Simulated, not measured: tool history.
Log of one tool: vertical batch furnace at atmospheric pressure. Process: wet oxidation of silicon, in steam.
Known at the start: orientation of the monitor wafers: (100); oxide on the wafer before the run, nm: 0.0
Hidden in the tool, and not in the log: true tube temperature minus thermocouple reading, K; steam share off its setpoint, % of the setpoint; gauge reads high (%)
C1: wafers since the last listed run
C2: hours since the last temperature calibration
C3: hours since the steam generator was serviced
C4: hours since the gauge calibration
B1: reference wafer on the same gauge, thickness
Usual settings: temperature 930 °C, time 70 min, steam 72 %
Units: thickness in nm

Run 1, hour 0: usual settings but steam 77 %; C1 0; C2 2578.9; C3 1652.4; C4 1088.5; B1 206.52. Result: thickness 201.18 nm.
Run 2, hour 36.6: usual settings but steam 77 %; C1 588; C2 2615.5; C3 1689; C4 1125.1; B1 205.85. Result: thickness 200.03 nm.
Run 3, hour 74.8: usual settings but temperature 924 °C; C1 613; C2 2653.7; C3 1727.2; C4 1163.3; B1 206.04. Result: thickness 177.24 nm.
Run 4, hour 141.1: usual settings but temperature 924 °C; C1 1065; C2 2720; C3 1793.5; C4 1229.6; B1 205.48. Result: thickness 175.72 nm.
Run 5, hour 206.1: usual settings but time 77.5 min; C1 1044; C2 2785; C3 1858.5; C4 1294.6; B1 206.3. Result: thickness 202.59 nm.
Run 6, hour 267.6: usual settings but time 77.5 min; C1 988; C2 2846.5; C3 1920; C4 1356.1; B1 205.89. Result: thickness 202.16 nm.
Run 7, hour 316.7: usual settings but time 77.5 min; C1 788; C2 2895.6; C3 1969.1; C4 1405.2; B1 206.19. Result: thickness 202.82 nm.
Run 8, hour 382.2: usual settings but temperature 949 °C; C1 1052; C2 2961.1; C3 2034.6; C4 1470.7; B1 205.75. Result: thickness 228.11 nm.
Run 9, hour 441: usual settings; C1 944; C2 3019.9; C3 2093.4; C4 1529.5; B1 206.2. Result: thickness 185.41 nm.
At hour 522.7: thermocouples replaced and temperature profile calibrated.
Run 10, hour 523.2: usual settings; C1 935; C2 0.5; C3 2175.6; C4 1611.7; B1 206.12. Result: thickness 183.75 nm.
At hour 543.1: gauge calibrated.
Run 11, hour 554.5: usual settings; C1 502; C2 31.8; C3 2206.9; C4 11.4; B1 205.96. Result: thickness 184.42 nm.
Run 12, hour 603.4: usual settings; C1 785; C2 80.7; C3 2255.8; C4 60.3; B1 205.91. Result: thickness 183.33 nm.
Run 13, hour 635.4: usual settings; C1 514; C2 112.7; C3 2287.8; C4 92.3; B1 205.72. Result: thickness 183.58 nm.
Run 14, hour 680.6: usual settings but temperature 944 °C, time 93 min, steam 76 %; C1 726; C2 157.9; C3 2333; C4 137.5; B1 205.99. Result: thickness 277.35 nm.
Run 15, hour 734.4: usual settings but temperature 910 °C, steam 67 %; C1 864; C2 211.7; C3 2386.8; C4 191.3; B1 205.71. Result: thickness 135.37 nm.
Run 16, hour 798.1: usual settings; C1 1023; C2 275.4; C3 2450.5; C4 255; B1 206.11. Result: thickness 180.84 nm.
Run 17, hour 865.4: usual settings but temperature 910 °C, time 89 min, steam 81 %; C1 1081; C2 342.7; C3 2517.8; C4 322.3; B1 206.23. Result: thickness 195.4 nm.
Run 18, hour 934.5: usual settings but time 40.5 min; C1 1110; C2 411.8; C3 2586.9; C4 391.4; B1 205.91. Result: thickness 110.32 nm.
At hour 1000.4: steam generator serviced.
Run 19, hour 1000.9: usual settings but temperature 950 °C, time 43.5 min; C1 681; C2 478.2; C3 0.5; C4 457.8; B1 205.78. Result: thickness 163.02 nm.
Run 20, hour 1027.5: usual settings but temperature 941 °C, time 79 min; C1 427; C2 504.8; C3 27.1; C4 484.4; B1 206.01. Result: thickness 243.1 nm.
Run 21, hour 1062.1: usual settings but temperature 920 °C, time 51.5 min, steam 67 %; C1 555; C2 539.4; C3 61.7; C4 519; B1 205.89. Result: thickness 125.99 nm.
Run 22, hour 1089.7: usual settings; C1 443; C2 567; C3 89.3; C4 546.6; B1 205.5. Result: thickness 195.43 nm.
Run 23, hour 1158.4: usual settings but temperature 908 °C, time 48 min, steam 64 %; C1 1103; C2 635.7; C3 158; C4 615.3; B1 206.19. Result: thickness 96.61 nm.
Run 24, hour 1199.6: usual settings but temperature 919 °C, time 53 min; C1 661; C2 676.9; C3 199.2; C4 656.5; B1 206.22. Result: thickness 135.38 nm.
Run 25, hour 1249.7: usual settings but temperature 940 °C, steam 76 %; C1 805; C2 727; C3 249.3; C4 706.6; B1 206.03. Result: thickness 226.15 nm.
Run 26, hour 1281.8: usual settings but temperature 918 °C, steam 62 %; C1 515; C2 759.1; C3 281.4; C4 738.7; B1 206.14. Result: thickness 149.18 nm.
Run 27, hour 1331.3: usual settings but temperature 953 °C, time 96 min, steam 80 %; C1 795; C2 808.6; C3 330.9; C4 788.2; B1 205.96. Result: thickness 343.23 nm.

3 ways to go on from here, each from the tool as it stands after run 27. What would each give?
Run A, hour 1336.4: usual settings; C1 81; C2 813.7; C3 336; C4 793.3; B1 ?. Result: thickness ?.
Run B, hour 1336.4: usual settings but temperature 908 °C, time 100 min, steam 61 %; C1 81; C2 813.7; C3 336; C4 793.3; B1 ?. Result: thickness ?.
Run C, hour 1336.4: usual settings but temperature 941 °C, time 91.5 min, steam 81 %; C1 81; C2 813.7; C3 336; C4 793.3; B1 ?. Result: thickness ?.

run     B1  thickness
  A  205.6     196.18
  B  205.6     179.82
  C  205.6     300.27
Without the tool's hidden state the same runs would have given:
run  thickness
  A        197
  B     180.59
  C     301.44
